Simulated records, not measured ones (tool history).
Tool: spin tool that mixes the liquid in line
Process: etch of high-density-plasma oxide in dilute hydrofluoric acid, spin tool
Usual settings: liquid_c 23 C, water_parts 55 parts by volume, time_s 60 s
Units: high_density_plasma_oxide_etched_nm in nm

| run | hour | liquid_c | water_parts | time_s | wafers since the last listed run | hours since the thermometer was replaced | hours since the hydrofluoric acid flow meter was replaced | hours since the gauge calibration | read-back film thickness of the high-density-plasma oxide reference wafer, read on the same gauge (nm) | high_density_plasma_oxide_etched_nm |
|---|---|---|---|---|---|---|---|---|---|---|
| 1 | 0 | 23 | 55 | 50 | 0 | 1972.1 | 1664.2 | 183.3 | 70 | 5.13 |
| 2 | 13.2 | 23 | 55 | 50 | 196 | 1985.3 | 1677.4 | 196.5 | 69.99 | 5.13 |
| 3 | 30.1 | 23 | 55 | 60 | 251 | 2002.2 | 1694.3 | 213.4 | 69.99 | 6.19 |
| 4 | 43.9 | 25 | 55 | 60 | 205 | 2016 | 1708.1 | 227.2 | 69.99 | 6.76 |
| 5 | 63.8 | 25 | 55 | 60 | 296 | 2035.9 | 1728 | 247.1 | 70.01 | 6.7 |
| 6 | 87.9 | 19 | 55 | 60 | 358 | 2060 | 1752.1 | 271.2 | 69.99 | 5.18 |
| 7 | 122 | 23 | 55 | 60 | 507 | 2094.1 | 1786.2 | 305.3 | 69.99 | 6.16 |
|  | 132.3 | hydrofluoric acid flow meter replaced |
| 8 | 156.6 | 23 | 70 | 60 | 500 | 2128.7 | 24.3 | 339.9 | 69.99 | 4.78 |
| 9 | 189.9 | 23 | 70 | 60 | 495 | 2162 | 57.6 | 373.2 | 69.99 | 4.74 |
| 10 | 214.2 | 23 | 55 | 75 | 361 | 2186.3 | 81.9 | 397.5 | 70 | 7.61 |
| 11 | 237.4 | 23 | 30 | 60 | 345 | 2209.5 | 105.1 | 420.7 | 70.03 | 11.57 |
| 12 | 253.1 | 23 | 55 | 60 | 233 | 2225.2 | 120.8 | 436.4 | 69.99 | 6.1 |
| 13 | 270.7 | 23 | 55 | 60 | 262 | 2242.8 | 138.4 | 454 | 70 | 6.09 |
| 14 | 288.2 | 27 | 40 | 25 | 260 | 2260.3 | 155.9 | 471.5 | 70.01 | 4.19 |
| 15 | 300.7 | 25.5 | 65 | 60 | 186 | 2272.8 | 168.4 | 484 | 69.98 | 5.66 |
|  | 327.8 | gauge calibrated |
| 16 | 333.5 | 21 | 80 | 70 | 488 | 2305.6 | 201.2 | 5.7 | 70 | 4.29 |
| 17 | 349.6 | 23 | 55 | 60 | 239 | 2321.7 | 217.3 | 21.8 | 69.99 | 6.13 |
| 18 | 377.2 | 18.5 | 55 | 45 | 411 | 2349.3 | 244.9 | 49.4 | 70.01 | 3.78 |
| 19 | 397.8 | 25 | 35 | 45 | 306 | 2369.9 | 265.5 | 70 | 70 | 7.92 |
| 20 | 409.8 | 23 | 55 | 60 | 178 | 2381.9 | 277.5 | 82 | 70 | 6 |
| 21 | 441.5 | 25 | 65 | 40 | 472 | 2413.6 | 309.2 | 113.7 | 70 | 3.67 |
| 22 | 456.4 | 23 | 55 | 60 | 221 | 2428.5 | 324.1 | 128.6 | 69.99 | 6.09 |
|  | 470.6 | thermometer replaced |
| 23 | 471.1 | 23 | 75 | 90 | 204 | 0.5 | 338.8 | 143.3 | 69.99 | 7.23 |
| 24 | 497.4 | 23 | 55 | 60 | 391 | 26.8 | 365.1 | 169.6 | 69.99 | 6.67 |
| 25 | 523 | 23 | 30 | 35 | 381 | 52.4 | 390.7 | 195.2 | 69.99 | 7.53 |
| 26 | 547.1 | 19.5 | 70 | 45 | 358 | 76.5 | 414.8 | 219.3 | 70 | 3.35 |
| 27 | 568.5 | 23 | 55 | 60 | 318 | 97.9 | 436.2 | 240.7 | 70.02 | 6.82 |
| 28 | 592.3 | 23 | 55 | 60 | 354 | 121.7 | 460 | 264.5 | 69.99 | 6.7 |
| 29 | 620.9 | 25 | 25 | 60 | 425 | 150.3 | 488.6 | 293.1 | 70 | 16.73 |
| 30 | 654.3 | 23 | 55 | 60 | 497 | 183.7 | 522 | 326.5 | 69.99 | 6.68 |
| 31 | 684.7 | 24.5 | 30 | 75 | 452 | 214.1 | 552.4 | 356.9 | 70 | 17.07 |
| 32 | 700.1 | 19.5 | 45 | 85 | 229 | 229.5 | 567.8 | 372.3 | 69.98 | 10.04 |

Some steps in high_density_plasma_oxide_etched_nm between neighbouring runs. How much of each would the tool show without its hidden state too (settings, what came in, random variation), and how much is left for the hidden state, with any gauge scatter that isn't in both results?
The hidden state here: liquid colder than its thermometer reads (K); hydrofluoric acid flow above the setpoint (%); gauge reads high (%).
Run 11 -> 12: water_parts 30 -> 55. high_density_plasma_oxide_etched_nm -5.47 nm: hidden state +0.66, all else -6.13.
Run 18 -> 19: liquid_c 18.5 -> 25, water_parts 55 -> 35. high_density_plasma_oxide_etched_nm +4.14 nm: hidden state -0.51, all else +4.65.
Run 22 -> 23: water_parts 55 -> 75, time_s 60 -> 90, thermometer replaced. high_density_plasma_oxide_etched_nm +1.14 nm: hidden state +0.72, all else +0.42.
Run 28 -> 29: liquid_c 23 -> 25, water_parts 55 -> 25. high_density_plasma_oxide_etched_nm +10.03 nm: hidden state -0.17, all else +10.2.
Run 29 -> 30: liquid_c 25 -> 23, water_parts 25 -> 55. high_density_plasma_oxide_etched_nm -10.05 nm: hidden state +0.16, all else -10.21.
Run 30 -> 31: liquid_c 23 -> 24.5, water_parts 55 -> 30, time_s 60 -> 75. high_density_plasma_oxide_etched_nm +10.39 nm: hidden state -0.22, all else +10.61.
